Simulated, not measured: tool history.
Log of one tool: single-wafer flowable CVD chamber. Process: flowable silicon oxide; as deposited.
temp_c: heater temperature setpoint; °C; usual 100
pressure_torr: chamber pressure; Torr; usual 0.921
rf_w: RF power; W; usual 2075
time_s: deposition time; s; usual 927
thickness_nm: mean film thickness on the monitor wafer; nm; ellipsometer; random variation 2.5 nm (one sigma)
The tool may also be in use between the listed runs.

| run | day | temp_c | pressure_torr | rf_w | time_s | read-back reference wafer on the same gauge, thickness_nm | thickness_nm |
|---|---|---|---|---|---|---|---|
| 1 | 0 | 112 | 0.776 | 2075 | 927 | 629.859 | 333.611 |
| 2 | 0.688 | 112 | 0.776 | 2075 | 927 | 628.796 | 332.992 |
| 3 | 1.029 | 100 | 0.921 | 2075 | 927 | 629.397 | 607.657 |
| 4 | 1.725 | 100 | 0.921 | 2075 | 927 | 628.094 | 604.607 |
| 5 | 3.388 | 100 | 0.921 | 2075 | 927 | 629.892 | 604.884 |
| 6 | 4.129 | 100 | 0.921 | 2075 | 927 | 629.539 | 602.95 |
| 7 | 4.738 | 108 | 0.921 | 2075 | 927 | 628.146 | 446.149 |
| 8 | 5.054 | 100 | 1.053 | 2075 | 927 | 628.962 | 688.069 |
| 9 | 5.533 | 100 | 1.053 | 2075 | 927 | 629.623 | 683.821 |
| 10 | 5.8 | 100 | 1.053 | 2075 | 927 | 628.788 | 686.563 |
| 11 | 6.5 | 111 | 0.921 | 2075 | 927 | 629.281 | 397.544 |
| 12 | 7.054 | 100 | 0.921 | 1890 | 1049 | 628.936 | 662.093 |
| 13 | 7.688 | 90 | 0.921 | 2490 | 927 | 629.599 | 897.627 |
| 14 | 8.433 | 100 | 0.921 | 2075 | 927 | 629.709 | 597.577 |
| 15 | 8.858 | 86 | 0.921 | 2455 | 927 | 628.923 | 1033.728 |
| 16 | 9.471 | 93 | 0.921 | 2075 | 927 | 629.329 | 874.924 |
| 17 | 9.925 | 93 | 0.921 | 2075 | 927 | 628.939 | 875.862 |
| 18 | 10.438 | 88 | 0.821 | 2295 | 986 | 629.368 | 1010.126 |
| 19 | 10.758 | 115 | 0.921 | 2075 | 1006 | 628.432 | 416.611 |
| 20 | 11.471 | 115 | 0.921 | 2075 | 1006 | 630.001 | 416.794 |
| 21 | 12.083 | 112 | 0.921 | 2285 | 927 | 629.204 | 432.704 |
| 22 | 12.488 | 92 | 0.983 | 1830 | 927 | 629.36 | 928.099 |
| 23 | 12.933 | 100 | 0.999 | 2470 | 927 | 629.394 | 735.566 |

Taken out of this log: 5 entries between the listed runs. Where each belongs, and how the hidden state differs across it:
Between runs 10 and 11: capacitance manometer re-zeroed and calibrated (day 6.479)
  wafer temperature above the value expected at the setpoint (K): 2.91 -> 2.96
  measured less the result without the state, thickness_nm: -81.787 -> -43.746 nm
Between runs 13 and 14: showerhead replaced (day 8.242); gauge calibrated (day 8.412)
  wafer temperature above the value expected at the setpoint (K): 3.04 -> 3.09
  measured less the result without the state, thickness_nm: -105.211 -> -75.759 nm
Between runs 15 and 16: RF generator calibrated (day 9.233); thermocouple changed; heater temperature recalibrated (day 9.45)
  wafer temperature above the value expected at the setpoint (K): 3.12 -> 0.0578
  measured less the result without the state, thickness_nm: -115.454 -> -1.943 nm
